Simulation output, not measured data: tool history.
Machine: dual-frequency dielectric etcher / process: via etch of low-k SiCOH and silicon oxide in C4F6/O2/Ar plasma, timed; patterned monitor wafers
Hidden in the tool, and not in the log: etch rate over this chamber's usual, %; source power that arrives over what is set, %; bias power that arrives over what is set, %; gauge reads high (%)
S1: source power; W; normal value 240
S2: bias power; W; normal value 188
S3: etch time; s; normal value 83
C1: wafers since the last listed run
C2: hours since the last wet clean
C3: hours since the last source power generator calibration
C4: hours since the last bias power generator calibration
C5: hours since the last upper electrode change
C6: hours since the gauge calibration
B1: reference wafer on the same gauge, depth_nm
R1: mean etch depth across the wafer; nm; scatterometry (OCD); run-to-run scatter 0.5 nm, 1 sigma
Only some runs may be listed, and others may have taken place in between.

run	hour	S1	S2	S3	C1	C2	C3	C4	C5	C6	B1	R1
1	0	240	204	83	0	47.3	2939.3	4154.6	4128.2	730.1	177	190.5
2	15.2	240	204	83	146	62.5	2954.5	4169.8	4143.4	745.3	177	190
3	41.9	240	188	83	256	89.2	2981.2	4196.5	4170.1	772	177	185
4	76.2	240	188	83	329	123.5	3015.5	4230.8	4204.4	806.3	177.1	185.6
5	107	240	188	83	296	154.3	3046.3	4261.6	4235.2	837.1	177	185.5
# hour 140.1: gauge calibrated
6	141.8	240	188	83	334	189.1	3081.1	4296.4	4270	1.7	177.1	185.3
7	175.4	290	188	83	323	222.7	3114.7	4330	4303.6	35.3	177.1	199.4
# hour 188: bias power generator calibrated
8	195.4	290	188	83	153	242.7	3134.7	7.4	4323.6	55.3	177.1	199.4
9	214.2	270	188	83	180	261.5	3153.5	26.2	4342.4	74.1	176.9	193.6
10	238	270	188	83	228	285.3	3177.3	50	4366.2	97.9	177	193.1
11	258.8	240	188	83	200	306.1	3198.1	70.8	4387	118.7	177.1	184.2
12	274.1	240	188	58.5	147	321.4	3213.4	86.1	4402.3	134	177	129.9
13	301.3	240	188	83	261	348.6	3240.6	113.3	4429.5	161.2	177	183.6
# hour 315: source power generator calibrated
# hour 327.8: upper electrode replaced
14	328.3	240	188	83	98	375.6	13.3	140.3	0.5	188.2	177	183.2
15	342.3	290	145	103.5	134	389.6	27.3	154.3	14.5	202.2	177	233.5
16	362.5	190	188	62	194	409.8	47.5	174.5	34.7	222.4	177	125.3
17	437.8	290	211	83	724	485.1	122.8	249.8	110	297.7	176.9	204.4
18	450.2	280	228	91.5	119	497.5	135.2	262.2	122.4	310.1	177.1	226.1
# hour 477.7: wet clean of the chamber
19	485.5	270	146	58.5	108	7.8	170.5	297.5	157.7	345.4	176.9	131.2
20	517.9	240	173	83	311	40.2	202.9	329.9	190.1	377.8	177	182.8
21	549.5	220	153	68	303	71.8	234.5	361.5	221.7	409.4	177.1	141.4
22	567.8	240	188	83	176	90.1	252.8	379.8	240	427.7	177.1	186.7
23	582.3	240	211	83	139	104.6	267.3	394.3	254.5	442.2	177	192.4
24	603.2	240	188	58.5	201	125.5	288.2	415.2	275.4	463.1	176.9	131
25	621.6	240	188	83	177	143.9	306.6	433.6	293.8	481.5	177	185.8
26	638.9	240	188	65	166	161.2	323.9	450.9	311.1	498.8	177	145.3
27	665.4	260	188	93.5	254	187.7	350.4	477.4	337.6	525.3	177	215.5
28	692.3	240	188	83	258	214.6	377.3	504.3	364.5	552.2	176.9	185.1
29	710	240	230	70	170	232.3	395	522	382.2	569.9	177	164.6
30	723.6	240	188	83	130	245.9	408.6	535.6	395.8	583.5	176.9	185.8
31	746.9	280	217	66	224	269.2	431.9	558.9	419.1	606.8	176.9	161.9

For each run, what was the tool's unlogged condition?
source power that arrives over what is set, %: 0 on each run
bias power that arrives over what is set, %: 0 on each run
gauge reads high (%): 0 on each run
H1: etch rate over this chamber's usual, %
run	H1
1	-0.209
2	-0.268
3	-0.371
4	-0.504
5	-0.623
6	-0.757
7	-0.887
8	-0.964
9	-1.04
10	-1.13
11	-1.21
12	-1.27
13	-1.37
14	-1.48
15	-1.53
16	-1.61
17	-1.9
18	-1.95
19	0.252
20	0.127
21	0.00498
22	-0.0657
23	-0.122
24	-0.202
25	-0.274
26	-0.34
27	-0.443
28	-0.547
29	-0.615
30	-0.668
31	-0.758
